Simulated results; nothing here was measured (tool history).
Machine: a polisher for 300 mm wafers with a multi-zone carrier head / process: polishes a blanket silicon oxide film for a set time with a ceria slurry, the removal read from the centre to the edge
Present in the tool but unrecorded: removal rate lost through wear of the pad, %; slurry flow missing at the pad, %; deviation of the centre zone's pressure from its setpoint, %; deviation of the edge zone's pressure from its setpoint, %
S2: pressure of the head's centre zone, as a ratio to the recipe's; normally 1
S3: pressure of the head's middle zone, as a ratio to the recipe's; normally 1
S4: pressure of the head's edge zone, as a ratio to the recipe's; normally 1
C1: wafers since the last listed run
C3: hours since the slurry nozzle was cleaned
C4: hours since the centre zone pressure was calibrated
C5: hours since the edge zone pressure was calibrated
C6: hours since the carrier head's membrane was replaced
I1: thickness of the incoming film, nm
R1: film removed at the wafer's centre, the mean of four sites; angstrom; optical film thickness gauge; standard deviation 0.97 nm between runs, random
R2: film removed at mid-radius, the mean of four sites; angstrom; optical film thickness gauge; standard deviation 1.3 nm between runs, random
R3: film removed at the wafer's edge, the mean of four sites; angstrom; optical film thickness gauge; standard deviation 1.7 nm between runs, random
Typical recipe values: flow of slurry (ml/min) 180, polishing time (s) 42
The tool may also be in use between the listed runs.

{"run": 1, "hour": 0.0, "flow of slurry (ml/min)": 180, "S2": 1, "S3": 1, "S4": 1, "polishing time (s)": 33, "C1": 0, "wafers polished on this pad": 2532, "C3": 240.4, "C4": 1041.2, "C5": 550, "C6": 619.9, "I1": 1657.1, "R1": 1102, "R2": 1158, "R3": 1088}
{"hour": 30.2, "done": "centre zone pressure recalibrated"}
{"run": 2, "hour": 68.4, "flow of slurry (ml/min)": 180, "S2": 1, "S3": 1, "S4": 1, "polishing time (s)": 33, "C1": 870, "wafers polished on this pad": 3402, "C3": 308.8, "C4": 38.2, "C5": 618.4, "C6": 688.3, "I1": 1675.6, "R1": 1081, "R2": 1131, "R3": 1119}
{"hour": 85.9, "done": "edge zone pressure recalibrated"}
{"run": 3, "hour": 101.3, "flow of slurry (ml/min)": 180, "S2": 1, "S3": 1, "S4": 1, "polishing time (s)": 42, "C1": 404, "wafers polished on this pad": 3807, "C3": 341.7, "C4": 71.1, "C5": 15.4, "C6": 721.2, "I1": 1638.3, "R1": 1373, "R2": 1421, "R3": 1425}
{"run": 4, "hour": 158.9, "flow of slurry (ml/min)": 180, "S2": 1, "S3": 1.1, "S4": 1, "polishing time (s)": 42, "C1": 754, "wafers polished on this pad": 4562, "C3": 399.3, "C4": 128.7, "C5": 73, "C6": 778.8, "I1": 1622, "R1": 1344, "R2": 1531, "R3": 1371}
{"hour": 163.5, "done": "slurry nozzle cleaned"}
{"hour": 178.4, "done": "worn pad replaced by a new one"}
{"run": 5, "hour": 221.3, "flow of slurry (ml/min)": 160, "S2": 1, "S3": 1, "S4": 1, "polishing time (s)": 42, "C1": 752, "wafers polished on this pad": 561, "C3": 57.8, "C4": 191.1, "C5": 135.4, "C6": 841.2, "I1": 1626.8, "R1": 1424, "R2": 1478, "R3": 1410}
{"run": 6, "hour": 293.0, "flow of slurry (ml/min)": 145, "S2": 0.93, "S3": 0.96, "S4": 1, "polishing time (s)": 56, "C1": 939, "wafers polished on this pad": 1501, "C3": 129.5, "C4": 262.8, "C5": 207.1, "C6": 912.9, "I1": 1616.3, "R1": 1713, "R2": 1883, "R3": 1878}
{"run": 7, "hour": 355.9, "flow of slurry (ml/min)": 180, "S2": 1.06, "S3": 1.1, "S4": 1, "polishing time (s)": 30, "C1": 824, "wafers polished on this pad": 2325, "C3": 192.4, "C4": 325.7, "C5": 270, "C6": 975.8, "I1": 1654.3, "R1": 1064, "R2": 1134, "R3": 1005}
{"run": 8, "hour": 431.1, "flow of slurry (ml/min)": 180, "S2": 1, "S3": 0.97, "S4": 1, "polishing time (s)": 42, "C1": 985, "wafers polished on this pad": 3311, "C3": 267.6, "C4": 400.9, "C5": 345.2, "C6": 1051, "I1": 1666, "R1": 1403, "R2": 1441, "R3": 1407}
{"hour": 449.8, "done": "carrier head's membrane replaced by a new one"}
{"run": 9, "hour": 464.8, "flow of slurry (ml/min)": 180, "S2": 1, "S3": 1, "S4": 1, "polishing time (s)": 42, "C1": 376, "wafers polished on this pad": 3687, "C3": 301.3, "C4": 434.6, "C5": 378.9, "C6": 15, "I1": 1660.2, "R1": 1405, "R2": 1451, "R3": 1382}
{"hour": 506.5, "done": "worn pad replaced by a new one"}
{"run": 10, "hour": 520.8, "flow of slurry (ml/min)": 180, "S2": 1.09, "S3": 1, "S4": 1, "polishing time (s)": 42, "C1": 681, "wafers polished on this pad": 187, "C3": 357.3, "C4": 490.6, "C5": 434.9, "C6": 71, "I1": 1637.1, "R1": 1485, "R2": 1423, "R3": 1386}
{"hour": 570.7, "done": "slurry nozzle cleaned"}
{"run": 11, "hour": 589.2, "flow of slurry (ml/min)": 180, "S2": 1, "S3": 1, "S4": 1.11, "polishing time (s)": 42, "C1": 883, "wafers polished on this pad": 1070, "C3": 18.5, "C4": 559, "C5": 503.3, "C6": 139.4, "I1": 1628.8, "R1": 1444, "R2": 1503, "R3": 1512}
{"run": 12, "hour": 644.0, "flow of slurry (ml/min)": 180, "S2": 1, "S3": 1.1, "S4": 1, "polishing time (s)": 42, "C1": 718, "wafers polished on this pad": 1789, "C3": 73.3, "C4": 613.8, "C5": 558.1, "C6": 194.2, "I1": 1646.1, "R1": 1455, "R2": 1633, "R3": 1434}
{"hour": 715.1, "done": "edge zone pressure recalibrated"}
{"run": 13, "hour": 767.9, "flow of slurry (ml/min)": 180, "S2": 1, "S3": 1, "S4": 1.05, "polishing time (s)": 42, "C1": 1597, "wafers polished on this pad": 3386, "C3": 197.2, "C4": 737.7, "C5": 52.8, "C6": 318.1, "I1": 1619.7, "R1": 1412, "R2": 1467, "R3": 1465}

Run 14 is up next; what results do you expect?
{"run": 14, "hour": 802.7, "flow of slurry (ml/min)": 180, "S2": 1, "S3": 1.1, "S4": 1, "polishing time (s)": 42, "C1": 456, "wafers polished on this pad": 3842, "C3": 232, "C4": 772.5, "C5": 87.6, "C6": 352.9, "I1": 1642.3, "R1": "?", "R2": "?", "R3": "?"}

R1: 1409 angstrom
R2: 1614 angstrom
R3: 1423 angstrom
The same run, on a tool lacking any hidden state, would have yielded R1 1441 angstrom, R2 1646 angstrom, R3 1444 angstrom.
